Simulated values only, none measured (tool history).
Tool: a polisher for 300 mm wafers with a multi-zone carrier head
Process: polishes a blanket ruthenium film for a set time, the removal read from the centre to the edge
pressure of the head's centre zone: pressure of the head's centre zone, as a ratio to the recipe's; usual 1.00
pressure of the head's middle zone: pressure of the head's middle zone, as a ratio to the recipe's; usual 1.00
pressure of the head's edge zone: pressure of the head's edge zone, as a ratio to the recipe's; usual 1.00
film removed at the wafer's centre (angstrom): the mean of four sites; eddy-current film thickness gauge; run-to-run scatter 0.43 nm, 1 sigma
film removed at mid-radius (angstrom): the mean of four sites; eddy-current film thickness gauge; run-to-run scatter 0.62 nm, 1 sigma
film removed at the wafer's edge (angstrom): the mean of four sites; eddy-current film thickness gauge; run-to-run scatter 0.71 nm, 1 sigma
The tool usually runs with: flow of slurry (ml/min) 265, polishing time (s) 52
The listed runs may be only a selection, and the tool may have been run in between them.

run,day,flow of slurry (ml/min),pressure of the head's centre zone,pressure of the head's middle zone,pressure of the head's edge zone,polishing time (s),"incoming thickness of the incoming film, nm",film removed at the wafer's centre (angstrom),film removed at mid-radius (angstrom),film removed at the wafer's edge (angstrom)
1,0.000,265,1.00,1.00,1.00,52,355.4,587,591,600
2,2.262,265,1.00,1.00,1.00,52,343.5,579,577,610
3,3.283,265,1.00,1.00,1.00,52,344.1,580,585,583
4,6.000,265,1.00,1.00,1.00,52,345.0,573,579,589
5,7.867,265,1.00,0.95,1.00,52,352.3,574,542,605
6,10.600,265,1.00,0.95,1.00,52,350.3,553,535,572
# day 11.467: slurry nozzle cleaned
7,12.179,265,1.00,0.95,1.00,52,348.0,588,570,607
# day 12.404: worn pad replaced by a new one
8,14.083,265,1.00,1.00,1.00,52,352.8,571,588,589
9,16.496,265,0.88,0.92,1.00,52,350.3,506,541,605
10,19.154,265,1.00,1.00,1.00,52,353.3,569,583,603
11,21.888,345,1.00,1.00,1.00,40,349.8,452,452,467
12,23.258,265,1.00,1.00,1.00,52,353.1,550,564,596
# day 24.767: slurry nozzle cleaned
13,25.929,195,1.00,1.04,1.08,52,358.3,551,570,593
# day 27.683: centre zone pressure recalibrated
# day 28.200: worn pad replaced by a new one
14,28.525,340,0.89,1.07,0.96,52,357.7,529,637,591
# day 28.775: carrier head's membrane replaced by a new one
# day 30.483: edge zone pressure recalibrated
15,30.538,265,1.00,1.04,1.09,39,343.7,427,457,471
16,31.733,190,1.00,1.00,1.00,66,353.4,678,694,717
17,33.133,265,1.00,1.00,1.00,52,351.5,572,566,591
18,34.508,265,1.06,1.11,1.09,52,356.7,596,617,602
# day 37.033: slurry nozzle cleaned
19,37.183,265,1.00,1.00,1.10,41,351.4,458,455,489
# day 40.946: worn pad replaced by a new one
20,44.917,265,1.00,1.00,1.00,52,346.0,566,587,582
21,45.975,305,0.90,1.06,1.00,52,345.8,518,609,595
22,48.767,265,0.94,1.05,1.00,52,351.7,518,574,587
# day 49.146: slurry nozzle cleaned
23,51.000,265,1.00,1.00,1.09,52,356.6,575,576,612

Forecast each of these 3 alternatives for the next run:
A,51.017,265,0.95,1.00,1.00,52,355.7,?,?,?
B,51.017,290,1.00,0.90,1.00,52,355.7,?,?,?
C,51.017,345,1.00,1.10,1.00,60,355.7,?,?,?

run,film removed at the wafer's centre (angstrom),film removed at mid-radius (angstrom),film removed at the wafer's edge (angstrom)
A,548,571,599
B,584,529,605
C,689,737,707
Without the tool's hidden state the same runs would have given:
run,film removed at the wafer's centre (angstrom),film removed at mid-radius (angstrom),film removed at the wafer's edge (angstrom)
A,555,578,604
B,590,534,610
C,695,743,711

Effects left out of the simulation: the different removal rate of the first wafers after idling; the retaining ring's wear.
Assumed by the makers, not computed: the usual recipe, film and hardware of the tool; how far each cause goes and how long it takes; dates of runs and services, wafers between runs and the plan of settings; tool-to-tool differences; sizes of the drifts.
